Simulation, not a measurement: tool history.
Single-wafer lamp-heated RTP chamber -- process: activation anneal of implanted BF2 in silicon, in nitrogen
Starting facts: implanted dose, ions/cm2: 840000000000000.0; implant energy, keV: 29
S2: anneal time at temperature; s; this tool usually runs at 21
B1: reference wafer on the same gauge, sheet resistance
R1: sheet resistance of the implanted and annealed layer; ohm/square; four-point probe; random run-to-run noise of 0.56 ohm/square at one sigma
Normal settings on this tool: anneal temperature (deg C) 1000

Run 1, day 0.000: usual settings; B1 171.92. Result: R1 186.85 ohm/square.
Run 2, day 2.167: usual settings; B1 172.07. Result: R1 186.68 ohm/square.
Run 3, day 3.262: usual settings but S2 12 s; B1 172.08. Result: R1 194.58 ohm/square.
At day 7.188: reflector plate cleaned.
Run 4, day 11.925: usual settings but S2 12 s; B1 171.91. Result: R1 193.46 ohm/square.
Run 5, day 14.883: usual settings but anneal temperature (deg C) 1018; B1 171.92. Result: R1 174.38 ohm/square.
Run 6, day 17.308: usual settings but anneal temperature (deg C) 1018; B1 172.16. Result: R1 174.57 ohm/square.
At day 17.946: pyrometer window cleaned and pyrometer calibrated.
Run 7, day 18.442: usual settings but S2 28 s; B1 172.30. Result: R1 185.60 ohm/square.
Run 8, day 19.729: usual settings but S2 9 s; B1 172.00. Result: R1 197.88 ohm/square.
At day 21.971: reflector plate cleaned.
Run 9, day 22.396: usual settings but anneal temperature (deg C) 1016, S2 10 s; B1 172.05. Result: R1 185.12 ohm/square.
At day 23.871: gauge calibrated.
Run 10, day 25.375: usual settings; B1 172.25. Result: R1 187.83 ohm/square.
Run 11, day 27.871: usual settings but anneal temperature (deg C) 1025, S2 25 s; B1 171.97. Result: R1 170.20 ohm/square.
Run 12, day 29.679: usual settings but anneal temperature (deg C) 991, S2 27 s; B1 172.24. Result: R1 190.56 ohm/square.
At day 34.129: reflector plate cleaned.
At day 37.883: pyrometer window cleaned and pyrometer calibrated.
Run 13, day 37.904: usual settings but anneal temperature (deg C) 1023, S2 17 s; B1 171.91. Result: R1 176.16 ohm/square.
Run 14, day 40.746: usual settings but anneal temperature (deg C) 989, S2 26 s; B1 172.03. Result: R1 192.50 ohm/square.

Below, each run's measurement less what the same run would have read without the hidden state. Both values contain the same run-to-run variation, but the gauge's scatter may not be the same in both:
Hidden state at play: true wafer temperature minus pyrometer reading, K; wafer temperature error from the tarnished reflector plate, K; gauge reads high (%).
run     R1
  1  -0.23
  2  -0.32
  3  -0.43
  4  -2.13
  5  -2.06
  6  -2.66
  7  -0.01
  8  -0.05
  9  -0.18
 10  -0.63
 11  -0.65
 12  -1.71
 13  -0.37
 14  -0.76

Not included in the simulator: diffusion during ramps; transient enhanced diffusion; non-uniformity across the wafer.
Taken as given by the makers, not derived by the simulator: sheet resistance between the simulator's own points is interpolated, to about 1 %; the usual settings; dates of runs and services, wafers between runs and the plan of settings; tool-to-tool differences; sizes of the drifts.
